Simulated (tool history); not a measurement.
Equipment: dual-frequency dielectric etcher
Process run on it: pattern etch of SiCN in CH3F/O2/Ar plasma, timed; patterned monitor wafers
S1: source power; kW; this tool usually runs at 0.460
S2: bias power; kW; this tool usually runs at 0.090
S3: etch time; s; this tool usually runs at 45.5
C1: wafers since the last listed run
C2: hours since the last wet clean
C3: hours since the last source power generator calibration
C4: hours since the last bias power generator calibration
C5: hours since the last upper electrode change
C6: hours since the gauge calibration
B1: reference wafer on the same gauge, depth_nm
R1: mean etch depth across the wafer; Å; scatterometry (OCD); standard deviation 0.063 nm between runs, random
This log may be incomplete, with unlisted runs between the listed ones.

run,hour,S1,S2,S3,C1,C2,C3,C4,C5,C6,B1,R1
1,0.0,0.460,0.090,39.0,0,426.7,2388.4,1986.5,4206.5,1406.1,19.08,156.1
# hour 24.6: wet clean of the chamber
2,81.3,0.460,0.090,39.0,456,56.7,2469.7,2067.8,4287.8,1487.4,19.13,155.2
3,162.7,0.460,0.090,39.0,648,138.1,2551.1,2149.2,4369.2,1568.8,19.09,155.3
4,228.7,0.430,0.090,45.5,525,204.1,2617.1,2215.2,4435.2,1634.8,19.11,174.8
5,275.0,0.550,0.090,45.5,368,250.4,2663.4,2261.5,4481.5,1681.1,19.07,196.3
6,353.1,0.550,0.090,45.5,622,328.5,2741.5,2339.6,4559.6,1759.2,19.14,196.1
7,455.3,0.460,0.090,37.5,814,430.7,2843.7,2441.8,4661.8,1861.4,19.07,148.9
# hour 482.2: wet clean of the chamber
8,540.2,0.460,0.106,45.5,485,58.0,2928.6,2526.7,4746.7,1946.3,19.13,190.5
9,591.1,0.460,0.106,45.5,405,108.9,2979.5,2577.6,4797.6,1997.2,19.09,190.9
10,672.7,0.460,0.106,45.5,650,190.5,3061.1,2659.2,4879.2,2078.8,19.10,190.8
11,735.0,0.460,0.090,45.5,496,252.8,3123.4,2721.5,4941.5,2141.1,19.09,181.3
# hour 758.5: gauge calibrated
12,820.5,0.460,0.090,45.5,681,338.3,3208.9,2807.0,5027.0,62.0,19.07,181.2
# hour 859.9: source power generator calibrated
13,892.9,0.460,0.075,45.5,545,410.7,33.0,2879.4,5099.4,134.4,19.10,174.8
14,957.2,0.460,0.090,40.5,512,475.0,97.3,2943.7,5163.7,198.7,19.09,164.2
# hour 1034.6: wet clean of the chamber
15,1035.9,0.460,0.090,45.5,435,1.3,176.0,3022.4,5242.4,277.4,19.13,183.2
16,1108.9,0.460,0.090,45.5,581,74.3,249.0,3095.4,5315.4,350.4,19.08,184.3
# hour 1187.9: bias power generator calibrated
17,1192.1,0.460,0.083,54.5,631,157.5,332.2,4.2,5398.6,433.6,19.11,214.5
# hour 1230.3: upper electrode replaced, of another model than before
18,1296.4,0.460,0.106,45.5,639,261.8,436.5,108.5,66.1,537.9,19.10,188.3
19,1402.2,0.370,0.079,34.0,843,367.6,542.3,214.3,171.9,643.7,19.09,115.1
20,1439.6,0.460,0.106,45.5,298,405.0,579.7,251.7,209.3,681.1,19.11,187.3
# hour 1490.1: wet clean of the chamber
21,1542.8,0.390,0.090,45.5,631,52.7,682.9,354.9,312.5,784.3,19.08,162.9
22,1617.8,0.460,0.102,45.5,597,127.7,757.9,429.9,387.5,859.3,19.12,185.6
23,1690.3,0.540,0.100,54.0,577,200.2,830.4,502.4,460.0,931.8,19.10,241.5
24,1778.2,0.510,0.090,39.5,700,288.1,918.3,590.3,547.9,1019.7,19.09,168.1
25,1876.1,0.460,0.090,45.5,780,386.0,1016.2,688.2,645.8,1117.6,19.08,181.6
26,1933.8,0.520,0.078,45.5,459,443.7,1073.9,745.9,703.5,1175.3,19.07,190.9

4 ways to go on from here, each from the tool as it stands after run 26. What would each give?
A,1934.2,0.530,0.090,45.5,3,444.1,1074.3,746.3,703.9,1175.7,?,?
B,1934.2,0.460,0.096,45.5,3,444.1,1074.3,746.3,703.9,1175.7,?,?
C,1934.2,0.370,0.079,52.0,3,444.1,1074.3,746.3,703.9,1175.7,?,?
D,1934.2,0.360,0.102,37.0,3,444.1,1074.3,746.3,703.9,1175.7,?,?

run,B1,R1
A,19.08,197.2
B,19.08,182.8
C,19.08,173.8
D,19.08,126.4
Without the tool's unlogged condition, the same runs would have read:
run,R1
A,201.4
B,186.6
C,177.4
D,129.0
